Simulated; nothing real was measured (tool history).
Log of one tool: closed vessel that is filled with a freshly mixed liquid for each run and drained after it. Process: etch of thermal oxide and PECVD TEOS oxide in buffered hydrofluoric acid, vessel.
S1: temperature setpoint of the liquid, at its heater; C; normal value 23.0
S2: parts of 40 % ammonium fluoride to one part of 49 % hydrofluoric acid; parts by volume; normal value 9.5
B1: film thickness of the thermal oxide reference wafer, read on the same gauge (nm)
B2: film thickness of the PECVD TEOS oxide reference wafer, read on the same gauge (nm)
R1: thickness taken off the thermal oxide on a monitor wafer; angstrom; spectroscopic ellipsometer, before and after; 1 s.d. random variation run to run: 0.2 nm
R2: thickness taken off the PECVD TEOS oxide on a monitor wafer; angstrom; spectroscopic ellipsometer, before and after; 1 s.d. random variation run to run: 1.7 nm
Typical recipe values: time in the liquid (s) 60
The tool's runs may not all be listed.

{"run": 1, "hour": 0.0, "S1": 23.0, "S2": 9.5, "time in the liquid (s)": 60, "B1": 140.02, "B2": 40.02, "R1": 632.1, "R2": 2169.3}
{"run": 2, "hour": 93.5, "S1": 23.0, "S2": 9.5, "time in the liquid (s)": 60, "B1": 140.0, "B2": 40.02, "R1": 628.0, "R2": 2187.2}
{"run": 3, "hour": 139.3, "S1": 23.0, "S2": 9.5, "time in the liquid (s)": 60, "B1": 139.98, "B2": 40.0, "R1": 628.9, "R2": 2188.2}
{"run": 4, "hour": 233.5, "S1": 23.0, "S2": 9.5, "time in the liquid (s)": 60, "B1": 140.01, "B2": 39.98, "R1": 632.0, "R2": 2202.4}
{"run": 5, "hour": 300.6, "S1": 23.0, "S2": 9.5, "time in the liquid (s)": 60, "B1": 139.97, "B2": 40.01, "R1": 631.0, "R2": 2176.5}
{"hour": 421.0, "done": "thermometer replaced"}
{"run": 6, "hour": 597.5, "S1": 23.0, "S2": 9.5, "time in the liquid (s)": 60, "B1": 140.02, "B2": 39.98, "R1": 624.2, "R2": 2161.9}
{"hour": 613.7, "done": "hydrofluoric acid flow meter replaced"}
{"run": 7, "hour": 684.7, "S1": 23.0, "S2": 9.5, "time in the liquid (s)": 60, "B1": 140.01, "B2": 39.99, "R1": 625.3, "R2": 2199.1}
{"run": 8, "hour": 754.4, "S1": 23.0, "S2": 9.5, "time in the liquid (s)": 60, "B1": 139.98, "B2": 39.97, "R1": 624.2, "R2": 2147.9}
{"hour": 808.8, "done": "gauge calibrated"}
{"run": 9, "hour": 839.0, "S1": 23.0, "S2": 9.5, "time in the liquid (s)": 60, "B1": 139.98, "B2": 40.03, "R1": 623.7, "R2": 2185.4}
{"run": 10, "hour": 894.2, "S1": 23.0, "S2": 9.5, "time in the liquid (s)": 60, "B1": 139.98, "B2": 40.0, "R1": 625.4, "R2": 2150.5}
{"run": 11, "hour": 998.7, "S1": 23.0, "S2": 9.5, "time in the liquid (s)": 60, "B1": 140.01, "B2": 40.0, "R1": 626.2, "R2": 2161.4}
{"run": 12, "hour": 1082.2, "S1": 20.0, "S2": 12.0, "time in the liquid (s)": 60, "B1": 139.98, "B2": 40.01, "R1": 433.2, "R2": 1503.5}
{"run": 13, "hour": 1179.6, "S1": 23.0, "S2": 9.5, "time in the liquid (s)": 90, "B1": 140.0, "B2": 40.01, "R1": 945.8, "R2": 3264.1}
{"run": 14, "hour": 1221.5, "S1": 23.0, "S2": 5.5, "time in the liquid (s)": 60, "B1": 139.95, "B2": 40.03, "R1": 1044.0, "R2": 3694.2}
{"run": 15, "hour": 1313.0, "S1": 23.0, "S2": 13.0, "time in the liquid (s)": 50, "B1": 140.0, "B2": 39.99, "R1": 395.7, "R2": 1365.2}
{"run": 16, "hour": 1386.3, "S1": 23.0, "S2": 9.5, "time in the liquid (s)": 60, "B1": 139.98, "B2": 40.01, "R1": 630.5, "R2": 2191.1}
{"run": 17, "hour": 1462.9, "S1": 23.0, "S2": 9.5, "time in the liquid (s)": 60, "B1": 140.02, "B2": 40.0, "R1": 629.6, "R2": 2205.4}
{"hour": 1480.6, "done": "thermometer replaced"}
{"hour": 1577.5, "done": "hydrofluoric acid flow meter replaced"}
{"run": 18, "hour": 1767.7, "S1": 18.0, "S2": 10.5, "time in the liquid (s)": 60, "B1": 140.01, "B2": 39.96, "R1": 437.2, "R2": 1503.8}
{"run": 19, "hour": 1857.4, "S1": 23.0, "S2": 5.5, "time in the liquid (s)": 40, "B1": 140.01, "B2": 40.06, "R1": 695.0, "R2": 2411.5}
{"run": 20, "hour": 1932.9, "S1": 23.0, "S2": 9.5, "time in the liquid (s)": 60, "B1": 140.05, "B2": 39.95, "R1": 628.0, "R2": 2168.5}

The logged runs with the hidden state left out (each run's random variation unchanged):
What the log doesn't record here: liquid hotter than its thermometer reads (K); hydrofluoric acid flow below the setpoint (%); gauge reads high (%).
run=1 R1=623.2 R2=2138.6
run=2 R1=617.8 R2=2151.5
run=3 R1=618.3 R2=2151.4
run=4 R1=620.0 R2=2160.6
run=5 R1=618.4 R2=2132.8
run=6 R1=620.8 R2=2150.0
run=7 R1=620.5 R2=2182.3
run=8 R1=618.8 R2=2129.1
run=9 R1=617.3 R2=2162.7
run=10 R1=618.3 R2=2125.9
run=11 R1=618.0 R2=2133.2
run=12 R1=426.7 R2=1480.9
run=13 R1=929.9 R2=3209.1
run=14 R1=1025.9 R2=3630.1
run=15 R1=388.2 R2=1339.2
run=16 R1=617.5 R2=2146.0
run=17 R1=615.6 R2=2156.4
run=18 R1=433.9 R2=1492.8
run=19 R1=688.6 R2=2389.2
run=20 R1=621.5 R2=2146.0
